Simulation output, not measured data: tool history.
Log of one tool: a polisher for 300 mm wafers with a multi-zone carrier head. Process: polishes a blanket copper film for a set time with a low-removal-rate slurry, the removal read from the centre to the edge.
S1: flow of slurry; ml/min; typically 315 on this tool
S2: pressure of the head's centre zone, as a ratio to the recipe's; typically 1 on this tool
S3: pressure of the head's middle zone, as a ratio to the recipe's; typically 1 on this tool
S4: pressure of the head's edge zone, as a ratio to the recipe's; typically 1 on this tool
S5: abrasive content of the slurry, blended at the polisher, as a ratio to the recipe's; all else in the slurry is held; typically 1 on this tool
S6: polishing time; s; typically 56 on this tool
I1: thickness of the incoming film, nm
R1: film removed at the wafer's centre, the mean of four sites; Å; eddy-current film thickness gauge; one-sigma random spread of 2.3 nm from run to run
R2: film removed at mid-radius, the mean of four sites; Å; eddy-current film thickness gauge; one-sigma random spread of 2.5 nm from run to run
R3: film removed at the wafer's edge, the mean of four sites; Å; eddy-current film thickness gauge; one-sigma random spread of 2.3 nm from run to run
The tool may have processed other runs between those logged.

Run 1, hour 0: usual settings but S3 0.93; I1 1142.3. Result: R1 1820 Å, R2 1582 Å, R3 1702 Å.
At hour 16.1: worn pad replaced by a new one.
Run 2, hour 16.6: usual settings but S6 72 s; I1 1132.8. Result: R1 2425 Å, R2 2186 Å, R3 2208 Å.
Run 3, hour 22.7: usual settings but S6 73 s; I1 1137.9. Result: R1 2355 Å, R2 2224 Å, R3 2252 Å.
Run 4, hour 29.2: usual settings; I1 1148. Result: R1 1877 Å, R2 1649 Å, R3 1732 Å.
Run 5, hour 44.8: usual settings but S5 0.9; I1 1146. Result: R1 1846 Å, R2 1647 Å, R3 1682 Å.
At hour 54.4: carrier head's membrane replaced by a new one.
Run 6, hour 54.9: usual settings but S6 72 s; I1 1125.3. Result: R1 2385 Å, R2 2158 Å, R3 2208 Å.
Run 7, hour 64.4: usual settings; I1 1134.9. Result: R1 1909 Å, R2 1689 Å, R3 1725 Å.
Run 8, hour 76.5: usual settings; I1 1138.2. Result: R1 1889 Å, R2 1696 Å, R3 1692 Å.
At hour 105.2: centre zone pressure recalibrated.
Run 9, hour 123.4: usual settings but S2 1.08; I1 1150.1. Result: R1 1814 Å, R2 1687 Å, R3 1721 Å.
Run 10, hour 134.8: usual settings but S6 69 s; I1 1146.5. Result: R1 2002 Å, R2 2055 Å, R3 2157 Å.
At hour 150: worn pad replaced by a new one.
Run 11, hour 150.5: usual settings but S2 0.94; I1 1125.7. Result: R1 1576 Å, R2 1694 Å, R3 1698 Å.
Run 12, hour 163.9: usual settings; I1 1125.6. Result: R1 1654 Å, R2 1632 Å, R3 1713 Å.
Run 13, hour 173.7: usual settings but S2 1.06, S4 1.07, S5 1.2, S6 42 s; I1 1138.7. Result: R1 1320 Å, R2 1268 Å, R3 1343 Å.
Run 14, hour 189.2: usual settings but S1 205 ml/min; I1 1155.6. Result: R1 1571 Å, R2 1643 Å, R3 1691 Å.
Run 15, hour 206.2: usual settings but S4 1.07, S5 0.8, S6 69 s; I1 1137.7. Result: R1 2053 Å, R2 2018 Å, R3 2108 Å.
Run 16, hour 217.3: usual settings but S1 240 ml/min, S2 0.89, S4 0.96, S6 73 s; I1 1161.1. Result: R1 1919 Å, R2 2183 Å, R3 2166 Å.
Run 17, hour 234.4: usual settings but S2 1.1; I1 1145.4. Result: R1 1838 Å, R2 1711 Å, R3 1669 Å.
Run 18, hour 242.2: usual settings; I1 1153.3. Result: R1 1643 Å, R2 1729 Å, R3 1707 Å.
Run 19, hour 256.8: usual settings but S2 1.05, S6 62 s; I1 1150.4. Result: R1 1947 Å, R2 1878 Å, R3 1914 Å.
Run 20, hour 268.6: usual settings but S1 230 ml/min; I1 1147.5. Result: R1 1624 Å, R2 1662 Å, R3 1679 Å.
At hour 282.8: worn pad replaced by a new one.
Run 21, hour 286.5: usual settings; I1 1156.1. Result: R1 1662 Å, R2 1683 Å, R3 1701 Å.
Run 22, hour 295.6: usual settings but S1 405 ml/min, S6 74 s; I1 1144.4. Result: R1 2249 Å, R2 2291 Å, R3 2362 Å.
Run 23, hour 311.8: usual settings; I1 1148.8. Result: R1 1653 Å, R2 1630 Å, R3 1729 Å.

Below are 3 alternative next runs, each starting from the tool's condition after run 23. Predict each:
Run A, hour 312.2: usual settings; I1 1151.7. Result: R1 ?, R2 ?, R3 ?.
Run B, hour 312.2: usual settings but S5 1.25; I1 1151.7. Result: R1 ?, R2 ?, R3 ?.
Run C, hour 312.2: usual settings but S4 1.08, S5 1.25; I1 1151.7. Result: R1 ?, R2 ?, R3 ?.

run    R1    R2    R3
  A  1676  1670  1665
  B  1719  1713  1708
  C  1719  1713  1774
Without the tool's unlogged condition, the same runs would have read:
run    R1    R2    R3
  A  1667  1670  1665
  B  1710  1713  1708
  C  1710  1713  1774

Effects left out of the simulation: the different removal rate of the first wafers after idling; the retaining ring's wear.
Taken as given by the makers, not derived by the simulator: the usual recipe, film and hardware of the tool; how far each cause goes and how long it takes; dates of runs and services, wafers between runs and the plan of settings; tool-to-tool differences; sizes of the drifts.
